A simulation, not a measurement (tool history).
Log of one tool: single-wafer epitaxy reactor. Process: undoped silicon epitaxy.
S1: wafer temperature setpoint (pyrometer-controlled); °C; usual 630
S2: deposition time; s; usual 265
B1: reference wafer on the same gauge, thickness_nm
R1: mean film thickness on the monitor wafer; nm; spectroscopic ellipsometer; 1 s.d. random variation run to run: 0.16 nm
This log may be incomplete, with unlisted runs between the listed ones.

run    hour   S1   S2      B1      R1
  1     0.0  630  265  26.471  27.770
  2    54.0  630  265  26.559  27.773
  3   127.2  630  265  26.496  27.659
  4   180.2  630  265  26.518  27.592
  5   256.3  630  265  26.483  27.368
  6   361.5  630  265  26.497  27.197
  7   414.5  630  265  26.482  27.223
  8   495.5  630  265  26.561  27.079
      559.0  -- gauge calibrated
  9   590.9  618  290  26.516  22.716
 10   840.7  643  306  26.502  39.647
 11   878.8  630  265  26.588  26.079
      896.1  -- pyrometer calibrated
 12   951.9  624  291  26.557  23.724
 13  1022.2  630  214  26.448  20.065
     1090.8  -- pyrometer calibrated, repeated, since the last time left the tool worse
 14  1108.6  630  265  26.560  27.770

What will run 15 give?
 15  1215.8  616  246   ?   ?

{"run 15": {"B1": 26.555, "R1": 19.28}}
Without the tool's hidden state the same run would have given R1 19.409 nm.
